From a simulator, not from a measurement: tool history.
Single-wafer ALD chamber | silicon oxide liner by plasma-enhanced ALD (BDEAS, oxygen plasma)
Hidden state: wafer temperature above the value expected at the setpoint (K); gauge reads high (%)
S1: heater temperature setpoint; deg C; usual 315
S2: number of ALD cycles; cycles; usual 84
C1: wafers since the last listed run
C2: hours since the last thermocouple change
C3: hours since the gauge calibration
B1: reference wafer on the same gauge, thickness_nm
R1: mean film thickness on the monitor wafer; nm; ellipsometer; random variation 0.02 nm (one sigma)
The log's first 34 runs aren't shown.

{"run": 35, "hour": 401.3, "S1": 301, "S2": 70, "C1": 47, "C2": 60.2, "C3": 80.2, "B1": 6.363, "R1": 6.621}
{"run": 36, "hour": 418.8, "S1": 315, "S2": 84, "C1": 51, "C2": 77.7, "C3": 97.7, "B1": 6.361, "R1": 7.794}
{"run": 37, "hour": 428.0, "S1": 325, "S2": 79, "C1": 26, "C2": 86.9, "C3": 106.9, "B1": 6.377, "R1": 7.253}
{"run": 38, "hour": 443.6, "S1": 311, "S2": 91, "C1": 45, "C2": 102.5, "C3": 122.5, "B1": 6.377, "R1": 8.515}
{"run": 39, "hour": 456.9, "S1": 305, "S2": 78, "C1": 39, "C2": 115.8, "C3": 135.8, "B1": 6.372, "R1": 7.399}
{"run": 40, "hour": 469.3, "S1": 315, "S2": 84, "C1": 36, "C2": 128.2, "C3": 148.2, "B1": 6.374, "R1": 7.815}
{"run": 41, "hour": 483.5, "S1": 315, "S2": 74, "C1": 41, "C2": 142.4, "C3": 162.4, "B1": 6.374, "R1": 6.891}
{"run": 42, "hour": 496.8, "S1": 315, "S2": 84, "C1": 39, "C2": 155.7, "C3": 175.7, "B1": 6.372, "R1": 7.819}
{"run": 43, "hour": 502.9, "S1": 321, "S2": 75, "C1": 17, "C2": 161.8, "C3": 181.8, "B1": 6.366, "R1": 6.933}
{"run": 44, "hour": 518.5, "S1": 310, "S2": 94, "C1": 45, "C2": 177.4, "C3": 197.4, "B1": 6.39, "R1": 8.811}
{"run": 45, "hour": 535.0, "S1": 315, "S2": 84, "C1": 48, "C2": 193.9, "C3": 213.9, "B1": 6.382, "R1": 7.839}
{"run": 46, "hour": 551.5, "S1": 315, "S2": 84, "C1": 48, "C2": 210.4, "C3": 230.4, "B1": 6.384, "R1": 7.85}

4 ways to go on from here, each from the tool as it stands after run 46. What would each give?
{"run": "A", "hour": 552.0, "S1": 315, "S2": 84, "C1": 1, "C2": 210.9, "C3": 230.9, "B1": "?", "R1": "?"}
{"run": "B", "hour": 552.0, "S1": 309, "S2": 90, "C1": 1, "C2": 210.9, "C3": 230.9, "B1": "?", "R1": "?"}
{"run": "C", "hour": 552.0, "S1": 325, "S2": 84, "C1": 1, "C2": 210.9, "C3": 230.9, "B1": "?", "R1": "?"}
{"run": "D", "hour": 552.0, "S1": 307, "S2": 68, "C1": 1, "C2": 210.9, "C3": 230.9, "B1": "?", "R1": "?"}

run=A B1=6.390 R1=7.822
run=B B1=6.390 R1=8.444
run=C B1=6.390 R1=7.724
run=D B1=6.390 R1=6.396
Without the tool's hidden state the same runs would have given:
run=A R1=7.818
run=B R1=8.439
run=C R1=7.719
run=D R1=6.392
